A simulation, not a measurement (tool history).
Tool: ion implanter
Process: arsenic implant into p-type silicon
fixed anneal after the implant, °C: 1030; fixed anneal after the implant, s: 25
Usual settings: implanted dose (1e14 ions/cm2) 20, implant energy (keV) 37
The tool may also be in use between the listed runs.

run	hour	implanted dose (1e14 ions/cm2)	implant energy (keV)	wafers since the last listed run	hours since the last dose calibration	hours since the extraction supply was calibrated	hours since the gauge calibration	read-back reference wafer on the same gauge, sheet resistance	sheet resistance of the implanted and annealed layer (ohm/square)
1	0	20	42.5	0	314.4	1742.5	281.5	65.83	65.23
2	71.5	23.01	37	1566	385.9	1814	353	65.47	63.79
3	109.4	23.01	37	830	423.8	1851.9	390.9	65.49	64.05
4	134	20	37	538	448.4	1876.5	415.5	65.59	67.66
5	189.7	20	37	1220	504.1	1932.2	471.2	65.43	67.24
6	257.6	23.52	37	1487	572	2000.1	539.1	65.42	63.13
7	291.5	20	37	742	605.9	2034	573	65.36	67.31
8	345.6	22.46	37	1185	660	2088.1	627.1	65.24	64.08
9	376.1	22.46	37	668	690.5	2118.6	657.6	65.31	64.73
10	429.8	20	27.5	1176	744.2	2172.3	711.3	65.33	73.08
11	483.5	20	27.5	1176	797.9	2226	765	65.23	73.56
# hour 540.5: Faraday cup replaced and dose calibrated
12	541	22.18	26	1084	0.5	2283.5	822.5	65.16	71.92
13	571.4	20	37	665	30.9	2313.9	852.9	65.09	67.46
14	598.5	25.25	33.5	593	58	2341	880	65.23	63.74
15	636.7	25.91	26	836	96.2	2379.2	918.2	65.2	68.57
16	697.5	17.73	37	1331	157	2440	979	65.27	71.06
17	727.6	16.3	37	659	187.1	2470.1	1009.1	65.14	74.15
# hour 829: gauge calibrated
# hour 878.2: extraction supply calibrated
18	887.8	22.05	37	3333	347.3	9.6	58.8	66.1	66.01
19	942.2	20	37	1191	401.7	64	113.2	66.01	68.3
20	1002.2	14.38	37	1314	461.7	124	173.2	65.75	79.67
21	1030.1	20	37	611	489.6	151.9	201.1	65.61	68.33
22	1100.2	17.11	31.5	1535	559.7	222	271.2	65.67	76.04

The tool's hidden state at each run:
deviation of the true dose from the Faraday cup's reading, %: 0 in every run
deviation of the true energy from its setpoint, %: 0 in every run
H1: gauge reads high (%)
run	H1
1	-0.909
2	-1.07
3	-1.14
4	-1.19
5	-1.28
6	-1.37
7	-1.41
8	-1.46
9	-1.49
10	-1.53
11	-1.57
12	-1.61
13	-1.62
14	-1.64
15	-1.65
16	-1.68
17	-1.69
18	-0.264
19	-0.499
20	-0.719
21	-0.81
22	-1.01

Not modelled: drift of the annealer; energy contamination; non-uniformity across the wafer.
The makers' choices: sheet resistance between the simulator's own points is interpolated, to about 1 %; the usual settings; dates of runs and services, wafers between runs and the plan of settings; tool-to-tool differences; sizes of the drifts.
